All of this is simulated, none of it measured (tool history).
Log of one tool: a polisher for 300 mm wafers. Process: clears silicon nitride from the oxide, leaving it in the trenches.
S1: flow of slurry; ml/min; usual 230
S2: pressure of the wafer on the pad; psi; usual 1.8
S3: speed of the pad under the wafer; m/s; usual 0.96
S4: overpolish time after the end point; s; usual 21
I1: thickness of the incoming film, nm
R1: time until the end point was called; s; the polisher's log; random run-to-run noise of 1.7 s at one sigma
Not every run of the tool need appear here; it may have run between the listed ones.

Run 1, hour 0.0: usual settings; I1 69.5. Result: R1 127.8 s.
Run 2, hour 12.3: usual settings; I1 69.2. Result: R1 125.4 s.
Run 3, hour 19.9: usual settings; I1 69.7. Result: R1 124.1 s.
Run 4, hour 30.0: usual settings; I1 69.5. Result: R1 130.5 s.
Run 5, hour 46.2: usual settings; I1 69.4. Result: R1 130.5 s.
Run 6, hour 53.6: usual settings; I1 70.8. Result: R1 133.3 s.
At hour 62.8: head pressure recalibrated.
At hour 65.9: worn pad replaced by a new one.
Run 7, hour 68.7: usual settings; I1 71.1. Result: R1 136.5 s.
Run 8, hour 83.7: usual settings; I1 71.0. Result: R1 139.4 s.
Run 9, hour 97.0: usual settings but S1 260 ml/min, S3 1.28 m/s, S4 32 s; I1 70.3. Result: R1 104.4 s.
At hour 110.3: slurry nozzle cleaned.
Run 10, hour 111.3: usual settings; I1 68.7. Result: R1 118.4 s.
Run 11, hour 128.2: usual settings but S1 155 ml/min, S2 2.1 psi; I1 70.3. Result: R1 115.5 s.
Run 12, hour 135.2: usual settings but S1 300 ml/min, S2 2.0 psi; I1 69.5. Result: R1 105.4 s.
Run 13, hour 142.5: usual settings; I1 71.1. Result: R1 124.9 s.
Run 14, hour 157.0: usual settings but S4 13 s; I1 69.5. Result: R1 119.2 s.
At hour 169.8: worn pad replaced by a new one.
Run 15, hour 170.4: usual settings but S2 2.3 psi; I1 70.2. Result: R1 100.0 s.
Run 16, hour 179.4: usual settings but S1 285 ml/min, S2 1.6 psi, S3 0.64 m/s, S4 30 s; I1 69.4. Result: R1 176.9 s.

What the log doesn't show, run by run:
removal rate lost through wear of the pad, %: 0 in every run
deviation of the head's pressure from its setpoint, %: 0 in every run
H1: slurry flow missing at the pad, %
run    H1
  1  28.1
  2  30.3
  3  31.7
  4  33.5
  5  36.4
  6  37.7
  7  40.4
  8  43.1
  9  45.5
 10  1.75
 11  4.78
 12  6.03
 13  7.34
 14  9.95
 15  12.3
 16    14
